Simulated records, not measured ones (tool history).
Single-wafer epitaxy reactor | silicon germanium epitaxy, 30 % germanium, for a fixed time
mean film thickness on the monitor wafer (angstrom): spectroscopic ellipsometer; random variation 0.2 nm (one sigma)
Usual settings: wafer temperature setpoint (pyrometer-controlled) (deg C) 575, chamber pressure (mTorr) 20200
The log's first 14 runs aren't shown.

run	day	wafer temperature setpoint (pyrometer-controlled) (deg C)	chamber pressure (mTorr)	wafers since the last listed run	hours since the last pyrometer calibration	hours since the last manometer calibration	hours since the showerhead was replaced	hours since the gauge calibration	read-back reference wafer on the same gauge, thickness_nm	mean film thickness on the monitor wafer (angstrom)
15	7.533	575	16400	168	1437	14.4	7561.7	77.2	44.297	357.37
16	7.975	570	23000	172	1447.6	25	7572.3	87.8	44.32	419.5
17	8.533	566	23200	218	1461	38.4	7585.7	101.2	44.294	390.51
18	9.121	575	20200	230	1475.1	52.5	7599.8	115.3	44.223	416.09
19	9.488	575	20200	143	1483.9	61.3	7608.6	124.1	44.294	419.96
20	9.812	575	20200	127	1491.7	69.1	7616.4	131.9	44.432	416.44
21	10.258	564	16600	174	1502.4	79.8	7627.1	142.6	44.353	299.3
22	10.833	582	22900	225	1516.2	93.6	7640.9	156.4	44.288	508.86
# day 11.488: showerhead replaced
# day 11.492: pyrometer calibrated
23	11.508	569	22300	131	0.4	109.8	0.5	172.6	44.291	369.62
24	11.788	561	17100	109	7.1	116.5	7.2	179.3	44.321	266.83
25	12.329	569	17900	212	20.1	129.5	20.2	192.3	44.283	318.56
26	12.679	575	23000	137	28.5	137.9	28.6	200.7	44.246	420.54
27	12.979	580	23800	117	35.7	145.1	35.8	207.9	44.293	467.24
28	13.483	575	20200	197	47.8	157.2	47.9	220	44.252	385.19
29	14.054	575	21800	223	61.5	170.9	61.6	233.7	44.293	407.38
30	14.783	575	20200	285	79	188.4	79.1	251.2	44.326	385.08
31	16.317	564	20200	600	115.8	225.2	115.9	288	44.287	317.33
32	16.738	589	15600	164	125.9	235.3	126	298.1	44.311	401.74
33	17.167	585	18400	168	136.2	245.6	136.3	308.4	44.232	424.21
34	17.888	575	17500	282	153.5	262.9	153.6	325.7	44.33	351.14

5 ways to go on from here, each from the tool as it stands after run 34. What would each give?
A	17.904	562	20200	6	153.9	263.3	154	326.1	?	?
B	17.904	571	17900	6	153.9	263.3	154	326.1	?	?
C	17.904	575	22900	6	153.9	263.3	154	326.1	?	?
D	17.904	563	21500	6	153.9	263.3	154	326.1	?	?
E	17.904	567	23200	6	153.9	263.3	154	326.1	?	?

run	read-back reference wafer on the same gauge, thickness_nm	mean film thickness on the monitor wafer (angstrom)
A	44.209	312.42
B	44.209	334.95
C	44.209	424.19
D	44.209	331.4
E	44.209	372.87
Without the tool's hidden state the same runs would have given:
run	mean film thickness on the monitor wafer (angstrom)
A	305.93
B	328.12
C	415.62
D	324.53
E	365.21
